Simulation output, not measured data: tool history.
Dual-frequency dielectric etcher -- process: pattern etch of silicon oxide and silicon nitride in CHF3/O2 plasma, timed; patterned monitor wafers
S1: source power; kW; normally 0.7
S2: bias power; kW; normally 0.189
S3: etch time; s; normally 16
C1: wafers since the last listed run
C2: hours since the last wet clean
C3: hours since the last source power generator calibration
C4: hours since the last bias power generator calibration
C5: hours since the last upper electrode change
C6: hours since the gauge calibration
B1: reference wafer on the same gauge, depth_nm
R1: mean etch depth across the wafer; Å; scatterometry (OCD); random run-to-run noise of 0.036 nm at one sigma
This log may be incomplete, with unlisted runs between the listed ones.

run	hour	S1	S2	S3	C1	C2	C3	C4	C5	C6	B1	R1
1	0	0.7	0.215	16	0	271.2	1786.7	3632.4	2121.4	72.2	20.4	250.9
2	9.1	0.7	0.215	16	154	280.3	1795.8	3641.5	2130.5	81.3	20.4	250.8
3	16	0.7	0.215	16	117	287.2	1802.7	3648.4	2137.4	88.2	20.41	249.9
4	25.8	0.7	0.189	16	166	297	1812.5	3658.2	2147.2	98	20.39	237.4
5	34.2	0.7	0.189	16	142	305.4	1820.9	3666.6	2155.6	106.4	20.39	237.1
6	50.9	0.7	0.189	16	284	322.1	1837.6	3683.3	2172.3	123.1	20.4	237
# hour 82.1: wet clean of the chamber
# hour 89.9: upper electrode replaced
7	90.4	0.7	0.189	16	130	8.3	1877.1	3722.8	0.5	162.6	20.41	242.5
8	90.7	0.7	0.189	16	5	8.6	1877.4	3723.1	0.8	162.9	20.39	242
9	91	0.7	0.189	16	5	8.9	1877.7	3723.4	1.1	163.2	20.4	242.7
10	93.4	0.63	0.161	12	40	11.3	1880.1	3725.8	3.5	165.6	20.4	160.8
# hour 107.4: gauge calibrated
# hour 107.8: source power generator calibrated
11	108.3	0.54	0.22	12	185	26.2	0.5	3740.7	18.4	0.9	20.39	167.1
12	115.5	0.7	0.215	16	122	33.4	7.7	3747.9	25.6	8.1	20.39	255
# hour 126.5: bias power generator calibrated
13	129.2	0.7	0.189	16	165	47.1	21.4	2.7	39.3	21.8	20.39	241.6
14	136.2	0.76	0.189	21	119	54.1	28.4	9.7	46.3	28.8	20.39	331.2
15	153.8	0.52	0.189	16	299	71.7	46	27.3	63.9	46.4	20.41	204.5
16	166.8	0.82	0.189	16	221	84.7	59	40.3	76.9	59.4	20.4	262.2
17	178.1	0.63	0.189	20.5	192	96	70.3	51.6	88.2	70.7	20.39	291
18	188.4	0.7	0.226	11.5	175	106.3	80.6	61.9	98.5	81	20.4	186.1

Some steps in R1, run to run, broken into two amounts with sign: the step expected even without the hidden condition (settings, incoming material, random variation), and the rest, left for the hidden condition together with whatever gauge scatter is not in both the measured and the hidden-condition-free result:
The hidden state here: etch rate over this chamber's usual, %; source power that arrives over what is set, %; bias power that arrives over what is set, %; gauge reads high (%).
Run 6 -> 7: wet clean of the chamber, upper electrode replaced. R1 +5.5 Å: hidden state +5.4, all else +0.1.
Run 14 -> 15: S1 0.76 -> 0.52, S3 21 -> 16. R1 -126.7 Å: hidden state +0.7, all else -127.4.
